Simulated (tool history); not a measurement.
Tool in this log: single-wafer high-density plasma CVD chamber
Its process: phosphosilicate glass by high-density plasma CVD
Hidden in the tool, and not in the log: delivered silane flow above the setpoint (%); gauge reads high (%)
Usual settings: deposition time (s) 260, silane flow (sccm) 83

run	hour	deposition time (s)	silane flow (sccm)	wafers since the last listed run	hours since the silane flow controller was replaced	hours since the gauge calibration	read-back reference wafer on the same gauge, thickness_nm	mean film thickness on the monitor wafer (angstrom)
1	0.0	260	83	0	4020.7	483.4	2321.445	21581.70
2	36.8	260	83	145	4057.5	520.2	2317.073	21630.67
3	105.3	260	83	271	4126.0	588.7	2319.051	21644.04
4	155.7	260	83	199	4176.4	639.1	2322.829	21647.73
5	200.4	260	83	176	4221.1	683.8	2317.462	21702.25
6	257.3	278	83	225	4278.0	740.7	2317.422	23174.05
7	332.3	260	91	296	4353.0	815.7	2324.292	23738.47
8	422.0	260	91	355	4442.7	905.4	2318.380	23767.80
9	526.4	260	91	413	4547.1	1009.8	2318.399	23616.42
10	611.3	260	83	336	4632.0	1094.7	2316.663	21692.45
11	668.8	260	83	227	4689.5	1152.2	2316.860	21568.09
12	756.7	260	83	347	4777.4	1240.1	2317.745	21766.14
13	822.6	223	77	260	4843.3	1306.0	2319.149	17102.39
14	870.7	260	83	190	4891.4	1354.1	2319.180	21449.52
15	929.6	260	83	233	4950.3	1413.0	2317.972	21290.95
# hour 943.6: silane flow controller replaced
16	1032.4	260	83	375	88.8	1515.8	2320.458	23640.07
17	1070.4	260	83	150	126.8	1553.8	2321.902	23389.63
18	1163.5	260	83	368	219.9	1646.9	2319.318	23274.56
19	1214.7	260	90	202	271.1	1698.1	2320.335	25236.83
20	1290.5	260	83	300	346.9	1773.9	2319.829	23458.31
21	1347.3	280	83	224	403.7	1830.7	2321.805	25252.14
22	1423.2	260	73	300	479.6	1906.6	2320.228	20593.85
23	1493.1	301	92	276	549.5	1976.5	2321.031	29629.62
24	1556.5	242	83	250	612.9	2039.9	2320.675	21635.33
25	1624.3	311	96	268	680.7	2107.7	2324.833	32402.20
26	1757.0	221	68	525	813.4	2240.4	2319.121	16198.49
27	1810.1	260	83	210	866.5	2293.5	2324.101	23116.05
28	1865.8	260	83	220	922.2	2349.2	2321.322	23134.37
29	1905.6	216	83	157	962.0	2389.0	2323.786	19136.40
30	2012.4	237	83	422	1068.8	2495.8	2318.698	21164.83
31	2092.4	239	97	316	1148.8	2575.8	2319.777	25147.45
32	2131.6	221	68	155	1188.0	2615.0	2322.974	16049.32
33	2203.0	235	98	282	1259.4	2686.4	2318.859	24648.77
# hour 2246.9: gauge calibrated
34	2258.0	297	83	217	1314.4	11.1	2323.456	26359.44
35	2365.7	213	77	426	1422.1	118.8	2318.227	17482.39
36	2406.5	260	71	161	1462.9	159.6	2318.283	19876.40
37	2466.4	304	75	237	1522.8	219.5	2322.245	24345.74
38	2520.7	297	89	214	1577.1	273.8	2320.510	28310.97
39	2593.8	260	83	289	1650.2	346.9	2321.033	23069.25
40	2641.7	214	95	189	1698.1	394.8	2321.184	21630.48
41	2702.8	306	92	241	1759.2	455.9	2318.367	30262.75
42	2779.9	302	83	305	1836.3	533.0	2321.949	26570.60
43	2827.6	285	70	188	1884.0	580.7	2321.515	21202.62
44	2899.3	260	83	283	1955.7	652.4	2316.749	22964.20

Had the tool no unlogged condition, and each run kept its random variation, what would the results have been?
run	mean film thickness on the monitor wafer (angstrom)
1	23022.85
2	23087.39
3	23124.57
4	23145.41
5	23218.75
6	24813.87
7	25445.93
8	25510.63
9	25386.72
10	23347.41
11	23233.06
12	23476.53
13	18464.10
14	23173.66
15	23022.20
16	23357.29
17	23121.62
18	23036.60
19	24995.98
20	23258.11
21	25055.76
22	20454.58
23	29456.97
24	21527.65
25	32270.46
26	16161.58
27	23079.97
28	23115.69
29	19131.26
30	21189.81
31	25204.50
32	16094.30
33	24741.87
34	26478.82
35	17587.37
36	20006.88
37	24525.60
38	28541.29
39	23280.19
40	21842.57
41	30585.07
42	26882.00
43	21465.15
44	23271.44
